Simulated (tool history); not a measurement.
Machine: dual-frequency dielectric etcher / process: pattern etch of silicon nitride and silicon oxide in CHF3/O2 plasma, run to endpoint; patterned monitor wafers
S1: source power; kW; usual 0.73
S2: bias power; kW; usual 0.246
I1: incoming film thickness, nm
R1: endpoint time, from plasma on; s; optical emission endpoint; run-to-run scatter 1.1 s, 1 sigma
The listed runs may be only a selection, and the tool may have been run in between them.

Run 1, hour 0: usual settings but S1 0.83 kW; I1 319.7. Result: R1 193.4 s.
Run 2, hour 54.8: usual settings; I1 322.1. Result: R1 208.9 s.
Run 3, hour 99.5: usual settings; I1 320.6. Result: R1 209.4 s.
Run 4, hour 153.3: usual settings; I1 319. Result: R1 203.8 s.
Run 5, hour 220.5: usual settings; I1 320.8. Result: R1 208.9 s.
At hour 251.2: wet clean of the chamber.
Run 6, hour 285.2: usual settings but S2 0.228 kW; I1 318.5. Result: R1 211.1 s.
Run 7, hour 342.1: usual settings but S2 0.228 kW; I1 319.2. Result: R1 213.1 s.
Run 8, hour 426.5: usual settings but S2 0.228 kW; I1 322.6. Result: R1 214.6 s.
Run 9, hour 528.3: usual settings; I1 319.9. Result: R1 208 s.
Run 10, hour 613.1: usual settings; I1 317.2. Result: R1 206.2 s.
Run 11, hour 708.1: usual settings but S1 0.82 kW; I1 320. Result: R1 193.5 s.
Run 12, hour 754.3: usual settings but S1 0.82 kW; I1 317.6. Result: R1 191.8 s.
Run 13, hour 847.5: usual settings but S1 0.86 kW; I1 317. Result: R1 184.8 s.
At hour 880.5: wet clean of the chamber.
At hour 919.1: upper electrode replaced.
Run 14, hour 921.8: usual settings; I1 316.6. Result: R1 205.4 s.
Run 15, hour 996.2: usual settings; I1 318.2. Result: R1 205.6 s.
Run 16, hour 1080: usual settings; I1 317.8. Result: R1 205.1 s.
Run 17, hour 1244.7: usual settings but S1 0.62 kW, S2 0.204 kW; I1 316.1. Result: R1 237.7 s.
At hour 1254: bias power generator calibrated.
Run 18, hour 1288.2: usual settings; I1 316.9. Result: R1 204 s.
Run 19, hour 1357: usual settings but S1 0.82 kW, S2 0.282 kW; I1 321.1. Result: R1 184.2 s.
Run 20, hour 1433.3: usual settings but S1 0.57 kW, S2 0.276 kW; I1 321.9. Result: R1 236.6 s.
At hour 1474.2: wet clean of the chamber.
Run 21, hour 1479.5: usual settings but S1 0.85 kW, S2 0.296 kW; I1 319. Result: R1 177.1 s.
Run 22, hour 1524.8: usual settings but S1 0.91 kW, S2 0.274 kW; I1 317.9. Result: R1 173.3 s.
Run 23, hour 1585.7: usual settings but S1 0.65 kW, S2 0.216 kW; I1 322.3. Result: R1 234 s.
At hour 1649.6: source power generator calibrated.
Run 24, hour 1731.9: usual settings but S1 0.78 kW, S2 0.195 kW; I1 318.9. Result: R1 214.8 s.
Run 25, hour 1772.6: usual settings but S1 0.81 kW, S2 0.197 kW; I1 320.5. Result: R1 208.3 s.
Run 26, hour 1860: usual settings but S2 0.228 kW; I1 319. Result: R1 211 s.
Run 27, hour 1922: usual settings but S1 0.67 kW, S2 0.273 kW; I1 320.1. Result: R1 209 s.
Run 28, hour 2015.9: usual settings; I1 317. Result: R1 202.9 s.
At hour 2093.5: wet clean of the chamber.
Run 29, hour 2105.2: usual settings; I1 317.7. Result: R1 205.2 s.
Run 30, hour 2389.9: usual settings but S1 0.82 kW, S2 0.284 kW; I1 320.8. Result: R1 184.7 s.
Run 31, hour 2472.5: usual settings; I1 319.4. Result: R1 205.1 s.
Run 32, hour 2546.9: usual settings but S1 0.87 kW, S2 0.271 kW; I1 319.7. Result: R1 179.9 s.
Run 33, hour 2593.2: usual settings but S2 0.279 kW; I1 322.2. Result: R1 199.7 s.
At hour 2679.6: wet clean of the chamber.
Run 34, hour 2680.1: usual settings but S1 0.55 kW, S2 0.201 kW; I1 317.3. Result: R1 264.3 s.
Run 35, hour 2742.2: usual settings; I1 317.5. Result: R1 205.1 s.

What was the tool's hidden state at every run in the log?
etch rate over this chamber's usual, %: 0, the same for each run
source power that arrives over what is set, %: 0, the same for each run
bias power that arrives over what is set, %: 0, the same for each run
